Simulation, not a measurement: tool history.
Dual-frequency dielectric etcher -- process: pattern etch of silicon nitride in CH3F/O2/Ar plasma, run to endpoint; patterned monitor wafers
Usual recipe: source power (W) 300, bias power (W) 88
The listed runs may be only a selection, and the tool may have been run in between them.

run	hour	source power (W)	bias power (W)	wafers since the last listed run	hours since the last wet clean	hours since the last source power generator calibration	hours since the last bias power generator calibration	hours since the last upper electrode change	incoming incoming film thickness, nm	endpoint time (s)
1	0.0	300	104	0	128.0	2753.1	2117.8	3958.8	35.04	51.4
2	7.5	300	104	60	135.5	2760.6	2125.3	3966.3	34.92	51.2
3	20.8	300	104	106	148.8	2773.9	2138.6	3979.6	34.51	50.7
4	27.3	250	79	52	155.3	2780.4	2145.1	3986.1	34.87	59.4
5	38.4	250	79	88	166.4	2791.5	2156.2	3997.2	34.97	60.2
6	60.5	300	88	176	188.5	2813.6	2178.3	4019.3	35.17	53.6
7	78.4	300	98	143	206.4	2831.5	2196.2	4037.2	34.60	51.1
8	112.7	300	98	274	240.7	2865.8	2230.5	4071.5	34.88	51.7
9	125.1	300	88	99	253.1	2878.2	2242.9	4083.9	34.95	53.7
10	135.1	300	88	80	263.1	2888.2	2252.9	4093.9	34.94	52.7
11	150.1	300	88	120	278.1	2903.2	2267.9	4108.9	35.26	54.0
12	163.1	260	95	104	291.1	2916.2	2280.9	4121.9	35.08	55.6
13	172.8	260	95	77	300.8	2925.9	2290.6	4131.6	35.02	55.7
14	184.1	260	95	90	312.1	2937.2	2301.9	4142.9	35.04	55.1
15	199.8	300	88	125	327.8	2952.9	2317.6	4158.6	35.25	53.2
16	211.3	300	88	92	339.3	2964.4	2329.1	4170.1	35.04	52.9
17	223.5	300	88	97	351.5	2976.6	2341.3	4182.3	34.93	52.5
18	230.6	230	88	56	358.6	2983.7	2348.4	4189.4	35.28	59.8
19	238.2	340	88	60	366.2	2991.3	2356.0	4197.0	35.37	50.2
# hour 248.5: source power generator calibrated
# hour 259.9: bias power generator calibrated
# hour 278.8: upper electrode replaced, of another model than before
20	279.3	270	88	112	407.3	30.8	19.4	0.5	35.11	54.5
21	282.7	300	88	27	410.7	34.2	22.8	3.9	34.91	52.7
22	289.9	240	97	57	417.9	41.4	30.0	11.1	34.74	53.8
# hour 324.0: wet clean of the chamber
23	324.5	300	88	84	0.5	76.0	64.6	45.7	35.23	55.1
24	324.8	300	88	2	0.8	76.3	64.9	46.0	34.70	53.8
25	328.1	270	94	26	4.1	79.6	68.2	49.3	34.85	55.5
26	335.4	320	88	58	11.4	86.9	75.5	56.6	34.90	54.1
27	351.4	240	75	128	27.4	102.9	91.5	72.6	34.99	58.8
28	361.8	300	88	83	37.8	113.3	101.9	83.0	35.39	55.8
29	373.0	300	104	89	49.0	124.5	113.1	94.2	35.14	53.2
30	384.4	360	109	91	60.4	135.9	124.5	105.6	35.22	50.9
31	420.6	300	88	289	96.6	172.1	160.7	141.8	34.79	53.6
32	431.2	220	69	84	107.2	182.7	171.3	152.4	35.00	59.8
33	438.5	300	105	58	114.5	190.0	178.6	159.7	35.00	52.2
34	454.6	300	88	128	130.6	206.1	194.7	175.8	34.54	53.1

Subtracting, for every run, the result it would have given without the tool's unlogged condition from the measured result gives the following. The same run-to-run variation enters both numbers; the gauge's scatter may not:
Hidden conditions of the tool in this case: etch rate over this chamber's usual, %; source power that arrives over what is set, %; bias power that arrives over what is set, %.
run	endpoint time (s)
1	-1.0
2	-1.0
3	-1.1
4	-1.3
5	-1.4
6	-1.3
7	-1.4
8	-1.6
9	-1.8
10	-1.8
11	-1.9
12	-2.0
13	-2.1
14	-2.2
15	-2.1
16	-2.3
17	-2.2
18	-2.6
19	-2.3
20	-2.7
21	-2.7
22	-2.8
23	-0.3
24	-0.3
25	-0.4
26	-0.4
27	-0.4
28	-0.5
29	-0.5
30	-0.6
31	-0.9
32	-1.0
33	-1.0
34	-1.1

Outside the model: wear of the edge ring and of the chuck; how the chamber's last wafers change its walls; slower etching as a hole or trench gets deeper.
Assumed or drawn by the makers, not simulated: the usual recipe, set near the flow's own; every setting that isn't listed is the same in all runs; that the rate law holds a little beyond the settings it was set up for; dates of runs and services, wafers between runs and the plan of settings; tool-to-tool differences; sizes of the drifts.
